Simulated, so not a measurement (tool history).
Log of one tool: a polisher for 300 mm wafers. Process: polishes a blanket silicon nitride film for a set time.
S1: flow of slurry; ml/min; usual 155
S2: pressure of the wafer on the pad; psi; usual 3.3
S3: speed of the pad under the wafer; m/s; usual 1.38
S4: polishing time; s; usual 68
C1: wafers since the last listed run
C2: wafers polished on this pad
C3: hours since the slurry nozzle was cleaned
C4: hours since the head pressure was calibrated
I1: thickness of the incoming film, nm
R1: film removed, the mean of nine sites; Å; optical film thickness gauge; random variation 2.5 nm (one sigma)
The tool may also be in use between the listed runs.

run,hour,S1,S2,S3,S4,C1,C2,C3,C4,I1,R1
1,0,155,3.3,1.38,53,0,662,608,824,406.6,1349
2,34.6,155,3.3,1.38,53,430,1092,642.6,858.6,413.9,1334
3,53.3,155,3.3,1.38,53,232,1325,661.3,877.3,414.2,1390
4,72.2,155,3.3,1.38,68,235,1561,680.2,896.2,412.5,1736
5,90.6,155,3.3,1.22,68,229,1790,698.6,914.6,406,1580
# hour 117.1: worn pad replaced by a new one
6,168.8,155,3.3,1.22,68,924,643,776.8,992.8,410.3,1536
7,200,155,3.3,1.22,68,388,1032,808,1024,410.3,1575
8,221.3,155,3.3,1.38,52,265,1297,829.3,1045.3,407.7,1300
9,244.3,155,3.3,1.38,52,286,1584,852.3,1068.3,410.5,1310
10,267.4,170,3.3,1.38,68,287,1871,875.4,1091.4,411.5,1748
# hour 318.9: slurry nozzle cleaned
# hour 327.5: worn pad replaced by a new one
11,370.3,155,3.3,1.48,68,1219,533,51.4,1194.3,418.8,1772
12,386.5,155,3.3,1.48,68,201,734,67.6,1210.5,410.6,1813
13,404.8,155,3.3,1.38,68,227,962,85.9,1228.8,412.8,1715
14,419.9,155,3.3,1.38,68,188,1150,101,1243.9,409,1723
15,438.3,155,3.3,1.38,68,229,1379,119.4,1262.3,411.6,1672
16,463.6,135,3.3,1.38,68,315,1695,144.7,1287.6,411.6,1674
17,492.2,135,3.3,1.38,68,356,2051,173.3,1316.2,412.6,1723
# hour 507.6: head pressure recalibrated
18,522.2,185,4.1,1.38,68,348,2399,203.3,14.6,407,2101
# hour 536.6: worn pad replaced by a new one
19,546,200,3,0.96,83,246,116,227.1,38.4,412.9,1475
20,560.5,155,2.3,1.54,78,180,297,241.6,52.9,418.7,1569
21,576.9,155,2.2,1.72,68,204,501,258,69.3,410,1449
22,611,185,3.3,1.38,50,424,926,292.1,103.4,404.6,1298
23,623.7,155,4.1,1,68,158,1084,304.8,116.1,414.9,1600
24,655.4,155,4.1,1.38,68,394,1479,336.5,147.8,417,2091
25,677,155,3.3,1.38,68,268,1748,358.1,169.4,405.5,1658
26,711.7,110,3.3,1.64,68,432,2180,392.8,204.1,413.4,1907
# hour 729.9: worn pad replaced by a new one
27,730.4,200,3,0.96,83,183,6,411.5,222.8,416.7,1462
28,751.7,155,4.2,1.84,80,265,271,432.8,244.1,402.7,3235
29,772.2,195,2.5,1.72,51,255,526,453.3,264.6,407.8,1242
30,808,155,4.4,1.5,74,445,972,489.1,300.4,403.2,2586
31,840.1,110,3.3,1.64,68,399,1372,521.2,332.5,411,1861
32,867.2,155,3.3,1.38,68,337,1709,548.3,359.6,409,1700
33,903,110,3.3,1.64,68,445,2155,584.1,395.4,408,1837
# hour 938.8: worn pad replaced by a new one
34,939.3,120,4,1.52,60,402,6,620.4,431.7,405.5,1812
35,969,155,3.3,1.38,82,369,376,650.1,461.4,412.9,2095

Hidden state at the last listed run before each entry between runs and at the first one after, where it differs:
Between runs 5 and 6: worn pad replaced by a new one (hour 117.1)
  no hidden state differs between the two runs
Between runs 10 and 11: slurry nozzle cleaned (hour 318.9); worn pad replaced by a new one (hour 327.5)
  no hidden state differs between the two runs
Between runs 17 and 18: head pressure recalibrated (hour 507.6)
  no hidden state differs between the two runs
Between runs 18 and 19: worn pad replaced by a new one (hour 536.6)
  no hidden state differs between the two runs
Between runs 26 and 27: worn pad replaced by a new one (hour 729.9)
  no hidden state differs between the two runs
Between runs 33 and 34: worn pad replaced by a new one (hour 938.8)
  no hidden state differs between the two runs

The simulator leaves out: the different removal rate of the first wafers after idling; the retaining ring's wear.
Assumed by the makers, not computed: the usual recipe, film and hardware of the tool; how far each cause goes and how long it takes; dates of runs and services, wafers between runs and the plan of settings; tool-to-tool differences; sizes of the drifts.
